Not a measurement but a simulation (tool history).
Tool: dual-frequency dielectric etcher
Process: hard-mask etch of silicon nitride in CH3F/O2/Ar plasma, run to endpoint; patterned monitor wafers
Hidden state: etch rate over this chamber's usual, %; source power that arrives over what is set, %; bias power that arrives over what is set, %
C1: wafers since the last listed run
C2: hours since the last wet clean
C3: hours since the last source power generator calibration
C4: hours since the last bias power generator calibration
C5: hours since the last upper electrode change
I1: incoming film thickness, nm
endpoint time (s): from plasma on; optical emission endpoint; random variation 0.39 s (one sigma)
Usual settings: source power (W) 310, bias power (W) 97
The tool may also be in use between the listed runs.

Run 1, hour 0.0: usual settings; C1 0; C2 357.2; C3 3182.7; C4 4250.4; C5 5490.7; I1 45.78. Result: endpoint time (s) 65.3.
Run 2, hour 10.2: usual settings; C1 111; C2 367.4; C3 3192.9; C4 4260.6; C5 5500.9; I1 45.73. Result: endpoint time (s) 66.0.
Run 3, hour 17.4: usual settings but bias power (W) 111; C1 78; C2 374.6; C3 3200.1; C4 4267.8; C5 5508.1; I1 45.30. Result: endpoint time (s) 61.7.
Run 4, hour 35.3: usual settings; C1 195; C2 392.5; C3 3218.0; C4 4285.7; C5 5526.0; I1 46.65. Result: endpoint time (s) 65.8.
At hour 48.6: source power generator calibrated.
Run 5, hour 50.7: usual settings; C1 124; C2 407.9; C3 2.1; C4 4301.1; C5 5541.4; I1 46.04. Result: endpoint time (s) 65.6.
Run 6, hour 60.1: usual settings; C1 102; C2 417.3; C3 11.5; C4 4310.5; C5 5550.8; I1 45.85. Result: endpoint time (s) 66.1.
Run 7, hour 74.5: usual settings; C1 157; C2 431.7; C3 25.9; C4 4324.9; C5 5565.2; I1 45.80. Result: endpoint time (s) 66.5.
At hour 121.1: wet clean of the chamber.
At hour 146.8: upper electrode replaced, of another model than before.
Run 8, hour 147.3: usual settings; C1 270; C2 26.2; C3 98.7; C4 4397.7; C5 0.5; I1 46.11. Result: endpoint time (s) 62.0.
Run 9, hour 147.7: usual settings but source power (W) 350; C1 4; C2 26.6; C3 99.1; C4 4398.1; C5 0.9; I1 45.85. Result: endpoint time (s) 57.6.
Run 10, hour 152.7: usual settings but source power (W) 350; C1 54; C2 31.6; C3 104.1; C4 4403.1; C5 5.9; I1 45.81. Result: endpoint time (s) 56.9.
Run 11, hour 159.5: usual settings but source power (W) 260; C1 74; C2 38.4; C3 110.9; C4 4409.9; C5 12.7; I1 45.61. Result: endpoint time (s) 71.1.
Run 12, hour 165.7: usual settings but source power (W) 250, bias power (W) 85; C1 67; C2 44.6; C3 117.1; C4 4416.1; C5 18.9; I1 45.36. Result: endpoint time (s) 78.4.
At hour 179.9: bias power generator calibrated.
Run 13, hour 180.4: usual settings; C1 116; C2 59.3; C3 131.8; C4 0.5; C5 33.6; I1 46.33. Result: endpoint time (s) 62.5.
Run 14, hour 185.0: usual settings but source power (W) 240, bias power (W) 117; C1 50; C2 63.9; C3 136.4; C4 5.1; C5 38.2; I1 45.47. Result: endpoint time (s) 68.7.
Run 15, hour 201.7: usual settings but source power (W) 290, bias power (W) 113; C1 182; C2 80.6; C3 153.1; C4 21.8; C5 54.9; I1 45.86. Result: endpoint time (s) 60.5.
Run 16, hour 219.4: usual settings but source power (W) 260; C1 193; C2 98.3; C3 170.8; C4 39.5; C5 72.6; I1 46.39. Result: endpoint time (s) 72.3.
Run 17, hour 228.4: usual settings but source power (W) 270, bias power (W) 106; C1 98; C2 107.3; C3 179.8; C4 48.5; C5 81.6; I1 45.51. Result: endpoint time (s) 66.3.
Run 18, hour 239.1: usual settings but source power (W) 390, bias power (W) 89; C1 116; C2 118.0; C3 190.5; C4 59.2; C5 92.3; I1 45.48. Result: endpoint time (s) 55.5.
Run 19, hour 248.8: usual settings but source power (W) 360; C1 105; C2 127.7; C3 200.2; C4 68.9; C5 102.0; I1 46.31. Result: endpoint time (s) 57.5.
Run 20, hour 262.5: usual settings but source power (W) 340; C1 149; C2 141.4; C3 213.9; C4 82.6; C5 115.7; I1 45.85. Result: endpoint time (s) 58.8.
Run 21, hour 270.4: usual settings but source power (W) 380; C1 86; C2 149.3; C3 221.8; C4 90.5; C5 123.6; I1 46.20. Result: endpoint time (s) 55.7.
Run 22, hour 285.6: usual settings; C1 165; C2 164.5; C3 237.0; C4 105.7; C5 138.8; I1 46.00. Result: endpoint time (s) 63.2.
Run 23, hour 292.8: usual settings but source power (W) 330, bias power (W) 112; C1 78; C2 171.7; C3 244.2; C4 112.9; C5 146.0; I1 46.13. Result: endpoint time (s) 56.4.
Run 24, hour 305.7: usual settings but bias power (W) 80; C1 140; C2 184.6; C3 257.1; C4 125.8; C5 158.9; I1 46.15. Result: endpoint time (s) 70.5.
Run 25, hour 322.4: usual settings but bias power (W) 113; C1 182; C2 201.3; C3 273.8; C4 142.5; C5 175.6; I1 46.12. Result: endpoint time (s) 58.7.
Run 26, hour 332.2: usual settings but source power (W) 330, bias power (W) 120; C1 106; C2 211.1; C3 283.6; C4 152.3; C5 185.4; I1 46.08. Result: endpoint time (s) 54.8.
Run 27, hour 347.9: usual settings but source power (W) 390; C1 171; C2 226.8; C3 299.3; C4 168.0; C5 201.1; I1 46.07. Result: endpoint time (s) 55.8.
Run 28, hour 354.6: usual settings but source power (W) 260, bias power (W) 78; C1 73; C2 233.5; C3 306.0; C4 174.7; C5 207.8; I1 45.66. Result: endpoint time (s) 81.9.
Run 29, hour 370.3: usual settings; C1 171; C2 249.2; C3 321.7; C4 190.4; C5 223.5; I1 45.77. Result: endpoint time (s) 63.7.
Run 30, hour 381.6: usual settings; C1 123; C2 260.5; C3 333.0; C4 201.7; C5 234.8; I1 45.73. Result: endpoint time (s) 64.4.
Run 31, hour 389.2: usual settings but bias power (W) 115; C1 82; C2 268.1; C3 340.6; C4 209.3; C5 242.4; I1 45.89. Result: endpoint time (s) 58.9.
Run 32, hour 414.1: usual settings but source power (W) 250; C1 271; C2 293.0; C3 365.5; C4 234.2; C5 267.3; I1 45.82. Result: endpoint time (s) 76.7.
Run 33, hour 421.6: usual settings but source power (W) 250, bias power (W) 108; C1 81; C2 300.5; C3 373.0; C4 241.7; C5 274.8; I1 45.47. Result: endpoint time (s) 71.7.
Run 34, hour 434.1: usual settings; C1 136; C2 313.0; C3 385.5; C4 254.2; C5 287.3; I1 45.86. Result: endpoint time (s) 64.2.

What the log doesn't show, run by run:
source power that arrives over what is set, %: 0 in every run
bias power that arrives over what is set, %: 0 in every run
H1: etch rate over this chamber's usual, %
run       H1
  1    -5.14
  2    -5.27
  3    -5.36
  4    -5.58
  5    -5.77
  6    -5.89
  7    -6.07
  8    0.187
  9    0.182
 10     0.12
 11   0.0342
 12  -0.0436
 13   -0.228
 14   -0.286
 15   -0.495
 16   -0.717
 17    -0.83
 18   -0.964
 19    -1.09
 20    -1.26
 21    -1.36
 22    -1.55
 23    -1.64
 24     -1.8
 25    -2.01
 26    -2.13
 27    -2.33
 28    -2.41
 29    -2.61
 30    -2.75
 31    -2.85
 32    -3.16
 33    -3.25
 34    -3.41
